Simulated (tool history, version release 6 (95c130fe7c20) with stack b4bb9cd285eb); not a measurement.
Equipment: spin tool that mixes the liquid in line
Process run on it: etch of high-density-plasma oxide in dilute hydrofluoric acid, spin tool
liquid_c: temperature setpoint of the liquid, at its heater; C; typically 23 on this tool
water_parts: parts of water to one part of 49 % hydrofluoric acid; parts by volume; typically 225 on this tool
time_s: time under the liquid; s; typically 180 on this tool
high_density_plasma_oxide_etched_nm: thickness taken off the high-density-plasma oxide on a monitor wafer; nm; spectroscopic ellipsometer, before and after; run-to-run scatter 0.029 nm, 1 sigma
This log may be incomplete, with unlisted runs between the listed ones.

run	day	liquid_c	water_parts	time_s	wafers since the last listed run	hours since the thermometer was replaced	hours since the hydrofluoric acid flow meter was replaced	hours since the gauge calibration	read-back film thickness of the high-density-plasma oxide reference wafer, read on the same gauge (nm)	high_density_plasma_oxide_etched_nm
1	0	23	225	180	0	1482.2	1146.8	620.3	129.997	3.371
2	1.429	23	225	180	172	1516.5	1181.1	654.6	129.995	3.43
3	3.333	23	225	180	229	1562.2	1226.8	700.3	129.998	3.373
4	5.279	23	225	180	234	1608.9	1273.5	747	130	3.449
5	7.796	23	225	180	303	1669.3	1333.9	807.4	130.014	3.415
6	9.742	23	225	180	234	1716	1380.6	854.1	129.983	3.359
7	12.004	23	225	180	272	1770.3	1434.9	908.4	130.001	3.396
8	13.117	23	270	180	133	1797	1461.6	935.1	130.028	2.697
9	14.354	23	270	180	148	1826.7	1491.3	964.8	130.008	2.703
10	17.096	25.5	225	180	330	1892.5	1557.1	1030.6	129.989	3.71
11	18.7	25.5	225	180	193	1931	1595.6	1069.1	129.996	3.739
12	20.888	21.5	125	285	263	1983.5	1648.1	1121.6	130.025	10.06
# day 23.604: gauge calibrated
13	23.767	23	225	180	346	2052.6	1717.2	3.9	129.992	3.295
# day 31.158: hydrofluoric acid flow meter replaced
14	31.321	21	260	270	904	2233.9	3.9	185.2	130.029	4.362
15	38.367	26	330	75	848	2403	173	354.3	130.014	1.047
16	39.5	23	225	85	136	2430.2	200.2	381.5	130.016	1.73
# day 40.6: thermometer replaced
17	42.325	23	125	235	335	41.4	268	449.3	130.009	8.977
18	44.738	23	225	180	290	99.3	325.9	507.2	129.998	3.442
19	47.017	23	225	180	274	154	380.6	561.9	130.039	3.42
20	48.358	26	135	115	161	186.2	412.8	594.1	130.018	4.473
21	50.838	23	225	180	298	245.7	472.3	653.6	130.013	3.429
22	58.862	25	185	180	966	438.3	664.9	846.2	129.998	4.691
23	61.321	23	225	280	295	497.3	723.9	905.2	130.029	5.23

A few steps of high_density_plasma_oxide_etched_nm between consecutive runs. Split each: what settings, incoming material and random variation would produce without the hidden state, and what is left over for the hidden state, along with gauge scatter present in only one of the two compared results (measured, and without hidden state):
The tool's hidden condition here consists of: liquid hotter than its thermometer reads (K); hydrofluoric acid flow below the setpoint (%); gauge reads high (%).
Run 12 -> 13: liquid_c 21.5 -> 23, water_parts 125 -> 225, time_s 285 -> 180, gauge calibrated. high_density_plasma_oxide_etched_nm -6.765 nm: hidden state +0.069, all else -6.834.
Run 13 -> 14: liquid_c 23 -> 21, water_parts 225 -> 260, time_s 180 -> 270, hydrofluoric acid flow meter replaced. high_density_plasma_oxide_etched_nm +1.067 nm: hidden state +0.431, all else +0.636.
Run 14 -> 15: liquid_c 21 -> 26, water_parts 260 -> 330, time_s 270 -> 75. high_density_plasma_oxide_etched_nm -3.315 nm: hidden state -0.255, all else -3.06.
Run 16 -> 17: water_parts 225 -> 125, time_s 85 -> 235, thermometer replaced. high_density_plasma_oxide_etched_nm +7.247 nm: hidden state -0.213, all else +7.46.
